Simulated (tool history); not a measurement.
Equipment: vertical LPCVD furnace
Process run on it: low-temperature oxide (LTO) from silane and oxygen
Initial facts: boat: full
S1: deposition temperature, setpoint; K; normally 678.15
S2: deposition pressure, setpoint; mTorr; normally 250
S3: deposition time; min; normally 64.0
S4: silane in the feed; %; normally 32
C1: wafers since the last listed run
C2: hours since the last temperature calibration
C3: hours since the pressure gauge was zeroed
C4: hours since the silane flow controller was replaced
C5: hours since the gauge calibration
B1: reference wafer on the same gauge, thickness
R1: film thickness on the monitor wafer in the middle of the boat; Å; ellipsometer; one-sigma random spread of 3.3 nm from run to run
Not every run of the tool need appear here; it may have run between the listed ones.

| run | day | S1 | S2 | S3 | S4 | C1 | C2 | C3 | C4 | C5 | B1 | R1 |
|---|---|---|---|---|---|---|---|---|---|---|---|---|
| 1 | 0.000 | 678.15 | 250 | 64.0 | 32 | 0 | 2110.8 | 828.6 | 6159.0 | 536.6 | 664.21 | 6017.1 |
| 2 | 3.108 | 678.15 | 250 | 64.0 | 32 | 820 | 2185.4 | 903.2 | 6233.6 | 611.2 | 664.51 | 5947.2 |
| 3 | 6.279 | 678.15 | 250 | 64.0 | 32 | 836 | 2261.5 | 979.3 | 6309.7 | 687.3 | 663.33 | 5949.3 |
| 4 | 8.896 | 678.15 | 250 | 64.0 | 32 | 690 | 2324.3 | 1042.1 | 6372.5 | 750.1 | 663.98 | 6056.4 |
| 5 | 11.838 | 678.15 | 250 | 64.0 | 32 | 776 | 2394.9 | 1112.7 | 6443.1 | 820.7 | 663.81 | 6002.3 |
| 6 | 14.167 | 678.15 | 250 | 64.0 | 32 | 614 | 2450.8 | 1168.6 | 6499.0 | 876.6 | 665.47 | 5966.9 |
| 7 | 16.092 | 678.15 | 250 | 64.0 | 32 | 507 | 2497.0 | 1214.8 | 6545.2 | 922.8 | 665.19 | 6021.6 |
| 8 | 18.708 | 678.15 | 250 | 64.0 | 32 | 690 | 2559.8 | 1277.6 | 6608.0 | 985.6 | 664.27 | 6037.8 |
| 9 | 21.417 | 678.15 | 250 | 64.0 | 32 | 714 | 2624.8 | 1342.6 | 6673.0 | 1050.6 | 664.04 | 6037.2 |
|  | 25.000 | gauge calibrated |
| 10 | 30.175 | 678.15 | 250 | 64.0 | 32 | 2310 | 2835.0 | 1552.8 | 6883.2 | 124.2 | 663.86 | 6050.1 |
| 11 | 34.196 | 678.15 | 250 | 64.0 | 32 | 1060 | 2931.5 | 1649.3 | 6979.7 | 220.7 | 664.52 | 6080.8 |
| 12 | 37.129 | 678.15 | 250 | 64.0 | 32 | 773 | 3001.9 | 1719.7 | 7050.1 | 291.1 | 663.46 | 6015.6 |
| 13 | 41.025 | 678.15 | 250 | 64.0 | 32 | 1027 | 3095.4 | 1813.2 | 7143.6 | 384.6 | 663.82 | 6078.4 |
| 14 | 44.825 | 678.15 | 250 | 64.0 | 38 | 1002 | 3186.6 | 1904.4 | 7234.8 | 475.8 | 664.87 | 7606.5 |
| 15 | 47.704 | 678.15 | 285 | 55.0 | 38 | 759 | 3255.7 | 1973.5 | 7303.9 | 544.9 | 664.32 | 7423.6 |
|  | 49.354 | silane flow controller replaced |
| 16 | 49.442 | 674.15 | 285 | 51.5 | 26 | 194 | 3297.4 | 2015.2 | 2.1 | 586.6 | 665.50 | 3907.4 |
|  | 51.667 | thermocouples replaced and temperature profile calibrated |
| 17 | 52.704 | 686.15 | 250 | 43.0 | 27 | 596 | 24.9 | 2093.5 | 80.4 | 664.9 | 663.63 | 3394.5 |
|  | 53.854 | pressure gauge zeroed |
| 18 | 54.942 | 682.15 | 250 | 78.5 | 29 | 326 | 78.6 | 26.1 | 134.1 | 718.6 | 664.89 | 6388.9 |
| 19 | 57.371 | 678.15 | 250 | 64.0 | 32 | 640 | 136.9 | 84.4 | 192.4 | 776.9 | 664.18 | 5815.2 |
| 20 | 59.596 | 678.15 | 270 | 82.5 | 28 | 587 | 190.3 | 137.8 | 245.8 | 830.3 | 662.93 | 6617.6 |
| 21 | 61.700 | 682.15 | 280 | 42.0 | 32 | 555 | 240.8 | 188.3 | 296.3 | 880.8 | 663.66 | 4436.4 |
| 22 | 63.267 | 678.15 | 250 | 75.5 | 32 | 413 | 278.4 | 225.9 | 333.9 | 918.4 | 664.04 | 6754.7 |
| 23 | 67.442 | 678.15 | 250 | 64.0 | 32 | 1101 | 378.6 | 326.1 | 434.1 | 1018.6 | 664.21 | 5783.2 |
| 24 | 71.171 | 678.15 | 270 | 50.0 | 32 | 983 | 468.1 | 415.6 | 523.6 | 1108.1 | 662.66 | 4950.6 |
| 25 | 75.562 | 678.15 | 190 | 53.0 | 32 | 1158 | 573.5 | 521.0 | 629.0 | 1213.5 | 663.60 | 3652.9 |
| 26 | 79.817 | 688.15 | 250 | 64.0 | 27 | 1122 | 675.6 | 623.1 | 731.1 | 1315.6 | 663.74 | 5058.0 |

Describe how what the log doesn't record of the tool's condition differs between the last listed run preceding each entry between runs and the first listed run following it.
From run 9 to run 10: gauge calibrated (day 25.000)
  true tube temperature minus thermocouple reading, K: 3.99 -> 4.05; true pressure minus gauge reading, mTorr: 4.35 -> 5.32
  measured less the result without the state, R1: +367.3 -> +393.3 Å
From run 15 to run 16: silane flow controller replaced (day 49.354)
  true pressure minus gauge reading, mTorr: 7.68 -> 7.95
  measured less the result without the state, R1: +512.6 -> +291.7 Å
From run 16 to run 17: thermocouples replaced and temperature profile calibrated (day 51.667)
  true tube temperature minus thermocouple reading, K: 4.13 -> 0.552; true pressure minus gauge reading, mTorr: 7.95 -> 8.46
  measured less the result without the state, R1: +291.7 -> +132.0 Å
From run 17 to run 18: pressure gauge zeroed (day 53.854)
  true tube temperature minus thermocouple reading, K: 0.552 -> 0.771; true pressure minus gauge reading, mTorr: 8.46 -> 0.23
  measured less the result without the state, R1: +132.0 -> +62.5 Å
